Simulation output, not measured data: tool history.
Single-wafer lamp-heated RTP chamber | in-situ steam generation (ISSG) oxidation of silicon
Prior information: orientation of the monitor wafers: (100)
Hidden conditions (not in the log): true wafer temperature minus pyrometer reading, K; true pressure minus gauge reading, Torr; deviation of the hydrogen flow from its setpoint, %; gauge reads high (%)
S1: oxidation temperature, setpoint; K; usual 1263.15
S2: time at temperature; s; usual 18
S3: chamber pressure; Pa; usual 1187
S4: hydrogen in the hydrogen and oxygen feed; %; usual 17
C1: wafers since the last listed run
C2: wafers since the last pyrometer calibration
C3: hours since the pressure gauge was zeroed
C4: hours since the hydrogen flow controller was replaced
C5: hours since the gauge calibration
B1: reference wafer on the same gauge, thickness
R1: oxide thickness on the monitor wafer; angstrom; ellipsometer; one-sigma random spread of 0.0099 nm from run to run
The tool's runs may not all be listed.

run    hour       S1  S2    S3  S4   C1    C2      C3      C4      C5     B1     R1
  1     0.0  1263.15  18  1187  17    0  6496  3060.3  3763.0   972.1  4.128  46.34
  2    44.2  1263.15  18  1187  17  423  6920  3104.5  3807.2  1016.3  4.127  46.02
  3    99.6  1263.15  18  1187  17  531  7451  3159.9  3862.6  1071.7  4.131  46.20
  4   127.7  1263.15  18  1187  17  269  7720  3188.0  3890.7  1099.8  4.129  46.19
  5   156.4  1263.15  18  1187  17  275  7996  3216.7  3919.4  1128.5  4.135  46.36
      177.1  -- pyrometer window cleaned and pyrometer calibrated
  6   205.2  1263.15  18  1187  17  391   269  3265.5  3968.2  1177.3  4.133  46.38
  7   253.7  1263.15  18  1187  17  465   734  3314.0  4016.7  1225.8  4.126  46.30
  8   322.2  1263.15  18  1187  14  657  1391  3382.5  4085.2  1294.3  4.129  44.37
  9   392.7  1276.15  18  1293  17  676  2067  3453.0  4155.7  1364.8  4.132  48.02
      442.4  -- hydrogen flow controller replaced
 10   442.9  1263.15  12  1187  17  404  2472  3503.2     0.5  1415.0  4.127  38.81
      486.0  -- pressure gauge zeroed
 11   486.5  1263.15  12  1187  17  341  2813     0.5    44.1  1458.6  4.129  38.89
 12   545.1  1263.15  12  1187  17  562  3375    59.1   102.7  1517.2  4.131  38.82
 13   569.8  1263.15  18  1187  17  236  3612    83.8   127.4  1541.9  4.131  46.29
 14   627.7  1263.15  18  1187  17  555  4168   141.7   185.3  1599.8  4.129  46.38
 15   668.7  1263.15  18  1293  17  393  4561   182.7   226.3  1640.8  4.131  45.93
 16   734.4  1254.15  20  1107  17  630  5191   248.4   292.0  1706.5  4.135  47.05
      799.0  -- gauge calibrated
 17   803.1  1273.15  18  1187  12  658  5850   317.1   360.7     4.1  4.130  44.65
 18   855.7  1263.15  23  1187  17  504  6355   369.7   413.3    56.7  4.128  51.78
 19   926.4  1263.15  24  1093  21  678  7033   440.4   484.0   127.4  4.129  55.56
 20   952.9  1250.15  16  1067  11  254  7287   466.9   510.5   153.9  4.131  38.36
 21  1002.3  1277.15  18  1187  17  473  7761   516.3   559.9   203.3  4.132  48.79
     1040.7  -- pyrometer window cleaned and pyrometer calibrated
 22  1041.2  1247.15  24  1067  17  296     4   555.2   598.8   242.2  4.132  49.78
 23  1076.7  1263.15  18  1187  17  340   345   590.7   634.3   277.7  4.132  46.38
 24  1110.0  1263.15  18  1187  17  319   664   624.0   667.6   311.0  4.134  46.19
 25  1176.9  1263.15  21  1187  17  641  1306   690.9   734.5   377.9  4.131  49.73
 26  1247.9  1263.15  15  1067  17  681  1987   761.9   805.5   448.9  4.127  42.81
 27  1309.7  1263.15  18  1187  17  592  2580   823.7   867.3   510.7  4.130  46.27
 28  1335.3  1263.15  18  1187  17  245  2825   849.3   892.9   536.3  4.132  46.12

Hidden state at the last listed run before each entry between runs and at the first one after, where it differs:
From run 5 to run 6: pyrometer window cleaned and pyrometer calibrated (hour 177.1)
  both runs share identical hidden conditions
From run 9 to run 10: hydrogen flow controller replaced (hour 442.4)
  both runs share identical hidden conditions
From run 10 to run 11: pressure gauge zeroed (hour 486.0)
  both runs share identical hidden conditions
From run 16 to run 17: gauge calibrated (hour 799.0)
  both runs share identical hidden conditions
From run 21 to run 22: pyrometer window cleaned and pyrometer calibrated (hour 1040.7)
  both runs share identical hidden conditions

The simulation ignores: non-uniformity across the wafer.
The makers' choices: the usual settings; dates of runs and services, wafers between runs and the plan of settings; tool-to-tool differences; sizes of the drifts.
